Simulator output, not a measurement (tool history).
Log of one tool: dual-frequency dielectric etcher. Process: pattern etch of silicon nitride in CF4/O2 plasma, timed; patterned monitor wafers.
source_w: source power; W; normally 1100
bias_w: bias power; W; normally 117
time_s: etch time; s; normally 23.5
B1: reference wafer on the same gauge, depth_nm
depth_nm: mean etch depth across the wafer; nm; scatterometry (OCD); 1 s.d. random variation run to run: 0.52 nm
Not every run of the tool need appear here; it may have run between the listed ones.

run 1 hour=0 | source_w=1100 bias_w=117 time_s=23.5 | B1=66.1 | depth_nm=83.4
run 2 hour=55.4 | source_w=1100 bias_w=117 time_s=23.5 | B1=66.1 | depth_nm=83.3
-- hour=102.7 gauge calibrated
run 3 hour=112.9 | source_w=1100 bias_w=117 time_s=23.5 | B1=66 | depth_nm=82.9
run 4 hour=173 | source_w=1100 bias_w=104 time_s=23.5 | B1=66.3 | depth_nm=79.3
run 5 hour=236.8 | source_w=1100 bias_w=104 time_s=23.5 | B1=66.4 | depth_nm=78.4
-- hour=382 wet clean of the chamber
run 6 hour=382.5 | source_w=1100 bias_w=104 time_s=23.5 | B1=66.1 | depth_nm=78.4
run 7 hour=463.5 | source_w=1100 bias_w=117 time_s=23.5 | B1=66.4 | depth_nm=82.6
run 8 hour=523.2 | source_w=1100 bias_w=117 time_s=23.5 | B1=66.4 | depth_nm=83.3
run 9 hour=549.9 | source_w=1100 bias_w=117 time_s=23.5 | B1=66.3 | depth_nm=82.8
-- hour=560.6 bias power generator calibrated
run 10 hour=601.7 | source_w=1100 bias_w=105 time_s=23.5 | B1=66.3 | depth_nm=78.7
run 11 hour=657.7 | source_w=1100 bias_w=105 time_s=23.5 | B1=66.3 | depth_nm=78
run 12 hour=685.6 | source_w=1100 bias_w=105 time_s=23.5 | B1=66.3 | depth_nm=78.8
-- hour=695.2 source power generator calibrated
run 13 hour=723.4 | source_w=1280 bias_w=117 time_s=23.5 | B1=66.2 | depth_nm=90.8
-- hour=760.4 upper electrode replaced
run 14 hour=781.2 | source_w=1100 bias_w=117 time_s=23.5 | B1=66.4 | depth_nm=79.3
run 15 hour=845.9 | source_w=1100 bias_w=132 time_s=26.5 | B1=66.1 | depth_nm=93.7
run 16 hour=875.3 | source_w=1100 bias_w=117 time_s=21 | B1=66 | depth_nm=70.3
-- hour=920.3 gauge calibrated
run 17 hour=946.3 | source_w=1010 bias_w=117 time_s=17.5 | B1=66.5 | depth_nm=54.8
run 18 hour=981.8 | source_w=1100 bias_w=117 time_s=23.5 | B1=66.2 | depth_nm=80
-- hour=1016.9 wet clean of the chamber
run 19 hour=1025.3 | source_w=950 bias_w=97 time_s=29.5 | B1=66.3 | depth_nm=80.5
run 20 hour=1081.5 | source_w=1100 bias_w=117 time_s=23.5 | B1=66.2 | depth_nm=79.4
run 21 hour=1123.8 | source_w=1100 bias_w=117 time_s=23.5 | B1=66.4 | depth_nm=79.4
run 22 hour=1157.5 | source_w=1260 bias_w=117 time_s=23.5 | B1=66.4 | depth_nm=90.9
run 23 hour=1204.6 | source_w=890 bias_w=117 time_s=23.5 | B1=66.5 | depth_nm=65.8
run 24 hour=1228.7 | source_w=1100 bias_w=117 time_s=23.5 | B1=66.3 | depth_nm=79.9
run 25 hour=1261.3 | source_w=1100 bias_w=117 time_s=18.5 | B1=66.1 | depth_nm=63.1
run 26 hour=1290.4 | source_w=1210 bias_w=117 time_s=17.5 | B1=66.4 | depth_nm=65.7
run 27 hour=1358 | source_w=1100 bias_w=117 time_s=26 | B1=66.3 | depth_nm=89.1

Difference, measured minus no-hidden-state, one row per run. Run-to-run variation is common to both terms; the gauge's own scatter need not be:
Hidden conditions of the tool in this case: etch rate over this chamber's usual, %; source power that arrives over what is set, %; bias power that arrives over what is set, %; gauge reads high (%).
run=1 depth_nm=+3.7
run=2 depth_nm=+3.8
run=3 depth_nm=+3.7
run=4 depth_nm=+3.6
run=5 depth_nm=+3.6
run=6 depth_nm=+3.6
run=7 depth_nm=+3.8
run=8 depth_nm=+3.8
run=9 depth_nm=+3.8
run=10 depth_nm=+3.7
run=11 depth_nm=+3.7
run=12 depth_nm=+3.7
run=13 depth_nm=-0.5
run=14 depth_nm=-0.1
run=15 depth_nm=+0
run=16 depth_nm=+0.1
run=17 depth_nm=+0.2
run=18 depth_nm=+0.4
run=19 depth_nm=+0.6
run=20 depth_nm=+0.7
run=21 depth_nm=+0.8
run=22 depth_nm=+1.1
run=23 depth_nm=+0.9
run=24 depth_nm=+1.1
run=25 depth_nm=+1
run=26 depth_nm=+1.1
run=27 depth_nm=+1.6

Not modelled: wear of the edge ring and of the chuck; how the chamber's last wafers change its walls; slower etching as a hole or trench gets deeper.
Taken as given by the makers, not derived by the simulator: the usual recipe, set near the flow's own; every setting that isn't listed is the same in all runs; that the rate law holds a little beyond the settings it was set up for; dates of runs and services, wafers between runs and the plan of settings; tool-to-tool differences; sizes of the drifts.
